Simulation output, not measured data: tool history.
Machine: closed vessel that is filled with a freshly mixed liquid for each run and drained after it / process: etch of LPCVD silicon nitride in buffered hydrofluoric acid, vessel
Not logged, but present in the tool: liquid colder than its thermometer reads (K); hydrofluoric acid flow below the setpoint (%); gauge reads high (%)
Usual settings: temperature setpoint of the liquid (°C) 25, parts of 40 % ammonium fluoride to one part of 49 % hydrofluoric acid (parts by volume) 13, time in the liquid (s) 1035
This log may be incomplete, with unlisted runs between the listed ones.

run,hour,temperature setpoint of the liquid (°C),parts of 40 % ammonium fluoride to one part of 49 % hydrofluoric acid (parts by volume),time in the liquid (s),wafers since the last listed run,hours since the thermometer was replaced,hours since the hydrofluoric acid flow meter was replaced,hours since the gauge calibration,"read-back film thickness of the LPCVD silicon nitride reference wafer, read on the same gauge (nm)",thickness taken off the LPCVD silicon nitride on a monitor wafer (Å)
1,0,25,13,1035,0,1027.6,791.7,1598.6,29.99,113.9
2,94.4,25,13,1035,4056,1122,886.1,1693,29.99,113.7
3,264.7,25,9.5,1035,7317,1292.3,1056.4,1863.3,29.97,152.6
4,309,25,9.5,1035,1903,1336.6,1100.7,1907.6,30,152.4
5,404.5,25,13,1035,4103,1432.1,1196.2,2003.1,30,112.5
6,502.7,25,13,1035,4219,1530.3,1294.4,2101.3,29.99,112.8
7,598.2,25,13,1035,4103,1625.8,1389.9,2196.8,29.96,111.9
8,671.5,25,13,1035,3149,1699.1,1463.2,2270.1,29.97,112.4
# hour 705.9: hydrofluoric acid flow meter replaced
9,759.8,25,13,1035,3750,1787.4,53.9,2358.4,30,115.2
10,800,25,13,1035,1727,1827.6,94.1,2398.6,30,114.7
11,863.3,25,13,1035,2719,1890.9,157.4,2461.9,30.01,114.5
12,920.3,23,16.5,1035,2449,1947.9,214.4,2518.9,30.02,81.4
13,1017.7,23,16.5,525,4184,2045.3,311.8,2616.3,29.98,41.1
14,1069.1,23,16.5,1035,2208,2096.7,363.2,2667.7,29.99,81.2
# hour 1113.5: thermometer replaced
# hour 1116.7: gauge calibrated
15,1126,25,13,1035,2401,12.5,420.1,9.3,29.99,116.6
16,1212.2,22,9.5,1035,3703,98.7,506.3,95.5,30.01,132.3
17,1270.7,28,9,1480,2513,157.2,564.8,154,30.02,270.8
18,1527.8,25,13,1035,11046,414.3,821.9,411.1,29.99,115.6
19,1591.1,25,13,760,2719,477.6,885.2,474.4,30.02,84.6
20,1630.1,29.5,9.5,1035,1675,516.6,924.2,513.4,29.99,196.7
21,1688.2,28.5,11,1035,2496,574.7,982.3,571.5,30,162.5
22,1734.1,23,16.5,1035,1972,620.6,1028.2,617.4,30.02,81.7
23,1828.4,25,13,1035,4051,714.9,1122.5,711.7,29.98,114.6
24,1888,20.5,9,1035,2560,774.5,1182.1,771.3,29.98,123.8
25,2133.3,25,9,1530,10539,1019.8,1427.4,1016.6,29.98,234.3
26,2177.4,25,13,1035,1894,1063.9,1471.5,1060.7,29.99,112.9
27,2250.5,25,13,1270,3140,1137,1544.6,1133.8,30.02,138.2
28,2301,25,13,1035,2169,1187.5,1595.1,1184.3,29.99,113.1
# hour 2310.8: hydrofluoric acid flow meter replaced
29,2341.9,27,10,865,1714,1228.4,31.1,1225.2,30.01,138.9
30,2438.6,20.5,18,1450,4154,1325.1,127.8,1321.9,29.99,91.3
31,2522.7,29,16,655,3613,1409.2,211.9,1406,29.99,73.4
32,2608.2,25,13,1650,3673,1494.7,297.4,1491.5,29.99,182.2

4 ways to go on from here, each from the tool as it stands after run 32. What would each give?
A,2609.1,25,13,1035,38,1495.6,298.3,1492.4,?,?
B,2609.1,21.5,16.5,1355,38,1495.6,298.3,1492.4,?,?
C,2609.1,20,17,1035,38,1495.6,298.3,1492.4,?,?
D,2609.1,22.5,13,1035,38,1495.6,298.3,1492.4,?,?

run,"read-back film thickness of the LPCVD silicon nitride reference wafer, read on the same gauge (nm)",thickness taken off the LPCVD silicon nitride on a monitor wafer (Å)
A,30,114.6
B,30,98
C,30,66.8
D,30,100
With the hidden condition removed and each run's random variation left untouched, the same runs would have given:
run,thickness taken off the LPCVD silicon nitride on a monitor wafer (Å)
A,117.7
B,100.6
C,68.6
D,102.7
